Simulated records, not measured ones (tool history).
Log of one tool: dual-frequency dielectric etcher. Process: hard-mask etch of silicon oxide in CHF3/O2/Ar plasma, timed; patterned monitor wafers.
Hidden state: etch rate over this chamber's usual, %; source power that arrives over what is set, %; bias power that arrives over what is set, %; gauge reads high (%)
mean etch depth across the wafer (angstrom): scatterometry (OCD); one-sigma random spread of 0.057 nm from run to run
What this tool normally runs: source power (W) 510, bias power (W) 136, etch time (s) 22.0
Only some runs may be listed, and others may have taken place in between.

run,hour,source power (W),bias power (W),etch time (s),wafers since the last listed run,hours since the last wet clean,hours since the last source power generator calibration,hours since the last bias power generator calibration,hours since the last upper electrode change,hours since the gauge calibration,"read-back reference wafer on the same gauge, depth_nm",mean etch depth across the wafer (angstrom)
1,0.0,510,121,17.0,0,304.7,3683.0,1760.1,5952.2,274.7,41.50,285.0
2,13.3,510,121,17.0,181,318.0,3696.3,1773.4,5965.5,288.0,41.50,285.3
3,30.5,510,121,17.0,234,335.2,3713.5,1790.6,5982.7,305.2,41.50,285.2
4,41.0,510,136,19.0,143,345.7,3724.0,1801.1,5993.2,315.7,41.52,331.4
5,55.4,450,136,22.0,196,360.1,3738.4,1815.5,6007.6,330.1,41.50,370.4
6,62.5,510,136,22.0,96,367.2,3745.5,1822.6,6014.7,337.2,41.50,384.3
# hour 91.2: gauge calibrated
# hour 95.6: wet clean of the chamber
# hour 97.6: upper electrode replaced
7,98.1,510,136,22.0,130,2.5,3781.1,1858.2,0.5,6.9,41.47,375.7
8,98.4,510,136,22.0,4,2.8,3781.4,1858.5,0.8,7.2,41.50,377.5
9,98.8,510,136,22.0,5,3.2,3781.8,1858.9,1.2,7.6,41.49,376.3
# hour 108.0: bias power generator calibrated
10,113.5,510,136,22.0,146,17.9,3796.5,5.5,15.9,22.3,41.50,376.5
11,119.7,600,157,22.0,84,24.1,3802.7,11.7,22.1,28.5,41.51,415.0
12,130.9,510,152,19.5,152,35.3,3813.9,22.9,33.3,39.7,41.52,346.8
13,145.8,410,136,19.5,203,50.2,3828.8,37.8,48.2,54.6,41.50,313.2
14,158.2,540,155,24.5,169,62.6,3841.2,50.2,60.6,67.0,41.53,444.8
15,171.3,410,122,27.5,178,75.7,3854.3,63.3,73.7,80.1,41.49,427.5

Run 16 has not been measured yet. What should we expect?
16,182.3,470,136,27.5,150,86.7,3865.3,74.3,84.7,91.1,?,?

read-back reference wafer on the same gauge, depth_nm: 41.53
mean etch depth across the wafer (angstrom): 461.1
With no hidden state in the tool, this same run would have given mean etch depth across the wafer (angstrom) 459.6.
